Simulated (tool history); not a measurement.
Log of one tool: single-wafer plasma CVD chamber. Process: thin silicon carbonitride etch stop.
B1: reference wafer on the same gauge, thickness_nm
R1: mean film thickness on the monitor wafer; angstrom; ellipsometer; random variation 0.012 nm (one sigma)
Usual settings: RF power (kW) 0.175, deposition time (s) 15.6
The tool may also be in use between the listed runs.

{"run": 1, "hour": 0.0, "RF power (kW)": 0.175, "deposition time (s)": 14, "B1": 9.276, "R1": 72.64}
{"run": 2, "hour": 120.9, "RF power (kW)": 0.175, "deposition time (s)": 14, "B1": 9.28, "R1": 72.59}
{"run": 3, "hour": 187.3, "RF power (kW)": 0.175, "deposition time (s)": 14, "B1": 9.287, "R1": 72.49}
{"run": 4, "hour": 245.0, "RF power (kW)": 0.175, "deposition time (s)": 15.6, "B1": 9.276, "R1": 81.01}
{"run": 5, "hour": 307.4, "RF power (kW)": 0.175, "deposition time (s)": 15.6, "B1": 9.278, "R1": 80.67}
{"run": 6, "hour": 353.4, "RF power (kW)": 0.175, "deposition time (s)": 15.6, "B1": 9.283, "R1": 80.79}
{"run": 7, "hour": 400.4, "RF power (kW)": 0.175, "deposition time (s)": 15.6, "B1": 9.277, "R1": 80.79}
{"run": 8, "hour": 465.2, "RF power (kW)": 0.175, "deposition time (s)": 15.6, "B1": 9.279, "R1": 80.84}
{"run": 9, "hour": 496.6, "RF power (kW)": 0.175, "deposition time (s)": 17.7, "B1": 9.278, "R1": 91.6}
{"run": 10, "hour": 526.6, "RF power (kW)": 0.175, "deposition time (s)": 17.7, "B1": 9.284, "R1": 91.67}
{"hour": 592.3, "done": "gauge calibrated"}
{"run": 11, "hour": 714.1, "RF power (kW)": 0.175, "deposition time (s)": 17.7, "B1": 9.277, "R1": 91.58}
{"hour": 724.6, "done": "thermocouple changed; heater temperature recalibrated"}
{"run": 12, "hour": 758.9, "RF power (kW)": 0.175, "deposition time (s)": 15.6, "B1": 9.279, "R1": 80.44}
{"run": 13, "hour": 795.8, "RF power (kW)": 0.175, "deposition time (s)": 15.6, "B1": 9.283, "R1": 80.61}
{"hour": 847.5, "done": "showerhead replaced"}
{"run": 14, "hour": 856.2, "RF power (kW)": 0.175, "deposition time (s)": 15.6, "B1": 9.272, "R1": 80.7}
{"run": 15, "hour": 910.4, "RF power (kW)": 0.175, "deposition time (s)": 15.6, "B1": 9.279, "R1": 80.58}
{"run": 16, "hour": 949.8, "RF power (kW)": 0.175, "deposition time (s)": 15.6, "B1": 9.28, "R1": 80.61}
{"run": 17, "hour": 995.0, "RF power (kW)": 0.175, "deposition time (s)": 17.6, "B1": 9.279, "R1": 90.83}
{"run": 18, "hour": 1063.2, "RF power (kW)": 0.145, "deposition time (s)": 13.1, "B1": 9.282, "R1": 64.24}
{"run": 19, "hour": 1092.4, "RF power (kW)": 0.14, "deposition time (s)": 13.1, "B1": 9.281, "R1": 63.6}
{"run": 20, "hour": 1155.1, "RF power (kW)": 0.185, "deposition time (s)": 18.5, "B1": 9.278, "R1": 96.86}
{"run": 21, "hour": 1253.0, "RF power (kW)": 0.185, "deposition time (s)": 18.5, "B1": 9.275, "R1": 96.56}
{"run": 22, "hour": 1280.1, "RF power (kW)": 0.175, "deposition time (s)": 13.6, "B1": 9.285, "R1": 70.14}
{"run": 23, "hour": 1343.9, "RF power (kW)": 0.145, "deposition time (s)": 15.6, "B1": 9.283, "R1": 76.34}
{"hour": 1399.8, "done": "RF generator calibrated"}
{"run": 24, "hour": 1400.3, "RF power (kW)": 0.15, "deposition time (s)": 12.6, "B1": 9.281, "R1": 62.84}
{"run": 25, "hour": 1453.6, "RF power (kW)": 0.2, "deposition time (s)": 18.5, "B1": 9.273, "R1": 99.55}
{"run": 26, "hour": 1516.1, "RF power (kW)": 0.175, "deposition time (s)": 14.8, "B1": 9.278, "R1": 76.85}
{"run": 27, "hour": 1559.7, "RF power (kW)": 0.175, "deposition time (s)": 12.9, "B1": 9.278, "R1": 67.12}
{"hour": 1575.9, "done": "thermocouple changed; heater temperature recalibrated"}
{"run": 28, "hour": 1625.3, "RF power (kW)": 0.175, "deposition time (s)": 15.6, "B1": 9.281, "R1": 81.33}
{"run": 29, "hour": 1652.9, "RF power (kW)": 0.175, "deposition time (s)": 14, "B1": 9.276, "R1": 72.61}
{"run": 30, "hour": 1705.5, "RF power (kW)": 0.175, "deposition time (s)": 15.6, "B1": 9.282, "R1": 81.09}
{"run": 31, "hour": 1764.2, "RF power (kW)": 0.175, "deposition time (s)": 15.6, "B1": 9.276, "R1": 81.03}
{"run": 32, "hour": 1810.1, "RF power (kW)": 0.16, "deposition time (s)": 18, "B1": 9.283, "R1": 90.97}
{"run": 33, "hour": 1837.9, "RF power (kW)": 0.19, "deposition time (s)": 17.3, "B1": 9.28, "R1": 91.85}
{"run": 34, "hour": 1871.1, "RF power (kW)": 0.175, "deposition time (s)": 15.6, "B1": 9.282, "R1": 80.78}
{"run": 35, "hour": 1936.3, "RF power (kW)": 0.175, "deposition time (s)": 17.7, "B1": 9.282, "R1": 91.84}

Hidden state or all else? Some run-to-run changes of R1, split into what the settings, what came in and random variation would give without the hidden state, and what is left for the hidden state (with any gauge scatter that isn't in both results):
The hidden state here: wafer temperature above the value expected at the setpoint (K); delivered RF power above the setpoint (%); gauge reads high (%).
Run 17 -> 18: RF power (kW) 0.175 -> 0.145, deposition time (s) 17.6 -> 13.1. R1 -26.59 angstrom: hidden state +0.24, all else -26.83.
Run 19 -> 20: RF power (kW) 0.14 -> 0.185, deposition time (s) 13.1 -> 18.5. R1 +33.26 angstrom: hidden state -0.38, all else +33.64.
Run 21 -> 22: RF power (kW) 0.185 -> 0.175, deposition time (s) 18.5 -> 13.6. R1 -26.42 angstrom: hidden state +0.3, all else -26.72.
Run 23 -> 24: RF power (kW) 0.145 -> 0.15, deposition time (s) 15.6 -> 12.6, RF generator calibrated. R1 -13.5 angstrom: hidden state +0.82, all else -14.32.
Run 24 -> 25: RF power (kW) 0.15 -> 0.2, deposition time (s) 12.6 -> 18.5. R1 +36.71 angstrom: hidden state -0.08, all else +36.79.
